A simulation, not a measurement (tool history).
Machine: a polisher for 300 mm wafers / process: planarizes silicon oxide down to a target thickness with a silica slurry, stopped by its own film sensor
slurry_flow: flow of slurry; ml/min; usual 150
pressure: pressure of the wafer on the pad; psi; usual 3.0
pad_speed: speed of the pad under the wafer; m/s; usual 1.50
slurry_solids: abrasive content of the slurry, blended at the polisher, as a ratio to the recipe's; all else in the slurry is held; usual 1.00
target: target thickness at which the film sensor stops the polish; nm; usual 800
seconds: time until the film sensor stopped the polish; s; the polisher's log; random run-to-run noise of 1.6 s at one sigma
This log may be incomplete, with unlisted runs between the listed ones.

run	hour	slurry_flow	pressure	pad_speed	slurry_solids	target	wafers since the last listed run	wafers polished on this pad	hours since the slurry nozzle was cleaned	hours since the head pressure was calibrated	hours since the slurry blender was calibrated	hours since the conditioning disc was replaced	incoming thickness of the incoming film, nm	seconds
1	0.0	150	3.0	1.50	1.00	800	0	368	298.3	53.1	29.0	43.0	1199.9	140.1
2	40.6	150	3.0	1.50	1.00	800	304	673	338.9	93.7	69.6	83.6	1178.3	133.1
3	137.5	150	3.0	1.74	0.80	800	727	1401	435.8	190.6	166.5	180.5	1207.8	144.9
4	194.3	150	3.0	1.14	1.00	800	426	1827	492.6	247.4	223.3	237.3	1185.7	158.4
# hour 214.2: worn pad replaced by a new one
# hour 222.5: conditioning disc replaced and pad reconditioned
# hour 234.5: slurry blender recalibrated
# hour 289.3: slurry nozzle cleaned
5	299.2	150	3.0	1.14	1.00	800	720	600	9.9	352.3	64.7	76.7	1190.0	158.6
6	387.1	150	3.0	1.14	1.00	800	660	1260	97.8	440.2	152.6	164.6	1198.8	167.6
7	465.8	150	3.0	1.50	1.00	800	590	1851	176.5	518.9	231.3	243.3	1187.2	137.4
# hour 489.7: slurry blender recalibrated
# hour 497.7: worn pad replaced by a new one
# hour 529.6: conditioning disc replaced and pad reconditioned
8	570.2	150	3.0	1.50	1.00	800	723	529	280.9	623.3	80.5	40.6	1198.6	139.1
9	632.3	150	3.0	1.50	1.00	800	466	995	343.0	685.4	142.6	102.7	1198.0	139.8
10	722.1	130	3.0	1.66	1.00	800	674	1670	432.8	775.2	232.4	192.5	1198.7	135.1
11	770.9	150	3.0	1.50	1.00	800	366	2036	481.6	824.0	281.2	241.3	1187.0	134.7
# hour 791.6: slurry blender recalibrated
# hour 797.7: conditioning disc replaced and pad reconditioned
# hour 810.6: head pressure recalibrated
# hour 824.7: worn pad replaced by a new one
# hour 838.7: slurry nozzle cleaned
12	847.3	150	3.0	1.18	1.00	800	491	162	8.6	36.7	55.7	49.6	1206.8	164.6
13	889.3	175	3.0	1.98	0.80	896	315	477	50.6	78.7	97.7	91.6	1199.8	97.3
14	984.6	150	3.0	1.50	1.00	800	715	1193	145.9	174.0	193.0	186.9	1190.5	134.7
# hour 1044.0: conditioning disc replaced and pad reconditioned
# hour 1068.9: slurry blender recalibrated
15	1070.1	150	3.0	1.92	1.00	800	612	1805	231.4	259.5	1.2	26.1	1198.6	122.1
# hour 1126.2: worn pad replaced by a new one
16	1163.4	150	3.0	1.50	1.00	800	670	279	324.7	352.8	94.5	119.4	1181.8	135.4
17	1219.8	150	3.0	1.76	1.15	719	423	702	381.1	409.2	150.9	175.8	1206.0	145.8
18	1280.0	170	2.1	1.68	1.00	800	452	1154	441.3	469.4	211.1	236.0	1189.6	166.8
# hour 1294.9: conditioning disc replaced and pad reconditioned
# hour 1373.6: slurry blender recalibrated
# hour 1390.1: worn pad replaced by a new one
19	1390.6	150	3.0	1.50	1.00	800	770	3	551.9	580.0	17.0	95.7	1206.0	139.9
# hour 1410.6: slurry nozzle cleaned
20	1437.5	190	3.0	1.00	1.15	800	344	348	26.9	626.9	63.9	142.6	1202.5	160.2

Across each entry between runs, compare the hidden state at the last listed run before it with the hidden state at the first listed run after it:
Between runs 4 and 5: worn pad replaced by a new one (hour 214.2); conditioning disc replaced and pad reconditioned (hour 222.5); slurry blender recalibrated (hour 234.5); slurry nozzle cleaned (hour 289.3)
  the hidden state is the same at both runs
Between runs 7 and 8: slurry blender recalibrated (hour 489.7); worn pad replaced by a new one (hour 497.7); conditioning disc replaced and pad reconditioned (hour 529.6)
  the hidden state is the same at both runs
Between runs 11 and 12: slurry blender recalibrated (hour 791.6); conditioning disc replaced and pad reconditioned (hour 797.7); head pressure recalibrated (hour 810.6); worn pad replaced by a new one (hour 824.7); slurry nozzle cleaned (hour 838.7)
  the hidden state is the same at both runs
Between runs 14 and 15: conditioning disc replaced and pad reconditioned (hour 1044.0); slurry blender recalibrated (hour 1068.9)
  the hidden state is the same at both runs
Between runs 15 and 16: worn pad replaced by a new one (hour 1126.2)
  the hidden state is the same at both runs
Between runs 18 and 19: conditioning disc replaced and pad reconditioned (hour 1294.9); slurry blender recalibrated (hour 1373.6); worn pad replaced by a new one (hour 1390.1)
  the hidden state is the same at both runs
Between runs 19 and 20: slurry nozzle cleaned (hour 1410.6)
  the hidden state is the same at both runs
